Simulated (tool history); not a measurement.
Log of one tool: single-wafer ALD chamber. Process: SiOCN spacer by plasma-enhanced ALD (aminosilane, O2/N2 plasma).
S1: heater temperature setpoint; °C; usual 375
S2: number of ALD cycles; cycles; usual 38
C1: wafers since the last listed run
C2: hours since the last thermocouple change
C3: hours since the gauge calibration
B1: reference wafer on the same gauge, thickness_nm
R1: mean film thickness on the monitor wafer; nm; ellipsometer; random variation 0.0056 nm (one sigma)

run,hour,S1,S2,C1,C2,C3,B1,R1
1,0,375,38,0,1459.3,544.9,2.25,2.228
2,161.4,375,38,665,1620.7,706.3,2.248,2.227
3,204.9,375,38,179,1664.2,749.8,2.25,2.224
4,290.7,375,38,353,1750,835.6,2.25,2.226
5,391,375,38,413,1850.3,935.9,2.25,2.228
6,479.7,375,38,365,1939,1024.6,2.25,2.223
7,558.7,379,38,325,2018,1103.6,2.252,2.211
8,619,379,38,248,2078.3,1163.9,2.25,2.221
9,662.5,375,38,179,2121.8,1207.4,2.25,2.225
# hour 749.8: gauge calibrated
10,857.3,375,38,803,2316.6,107.5,2.252,2.225
11,943.9,375,38,357,2403.2,194.1,2.252,2.238
12,1033.4,385,38,369,2492.7,283.6,2.251,2.232
# hour 1141.5: thermocouple changed; heater temperature recalibrated
13,1142,385,38,414,0.5,392.2,2.25,2.231
14,1201.2,388,43,244,59.7,451.4,2.249,2.528
15,1245.9,389,38,184,104.4,496.1,2.252,2.226
16,1322.9,371,45,317,181.4,573.1,2.25,2.629
17,1386.2,364,31,261,244.7,636.4,2.25,1.817
18,1435.9,375,34,204,294.4,686.1,2.252,1.993
19,1476.2,375,38,166,334.7,726.4,2.252,2.215
20,1665.8,386,35,781,524.3,916,2.25,2.049
21,1767.2,375,43,418,625.7,1017.4,2.252,2.506
22,1822.9,375,34,229,681.4,1073.1,2.251,1.995
23,1869.1,375,38,190,727.6,1119.3,2.249,2.224
24,1974.2,375,38,433,832.7,1224.4,2.25,2.216
25,2014.1,371,34,164,872.6,1264.3,2.251,1.992
26,2053.4,380,35,162,911.9,1303.6,2.251,2.047
27,2141.1,375,38,361,999.6,1391.3,2.25,2.221

Forecast each of these 3 alternatives for the next run:
A,2141.6,375,38,2,1000.1,1391.8,?,?
B,2141.6,365,38,2,1000.1,1391.8,?,?
C,2141.6,362,43,2,1000.1,1391.8,?,?

run,B1,R1
A,2.251,2.229
B,2.251,2.229
C,2.251,2.522
Without the tool's hidden state the same runs would have given:
run,R1
A,2.229
B,2.229
C,2.522

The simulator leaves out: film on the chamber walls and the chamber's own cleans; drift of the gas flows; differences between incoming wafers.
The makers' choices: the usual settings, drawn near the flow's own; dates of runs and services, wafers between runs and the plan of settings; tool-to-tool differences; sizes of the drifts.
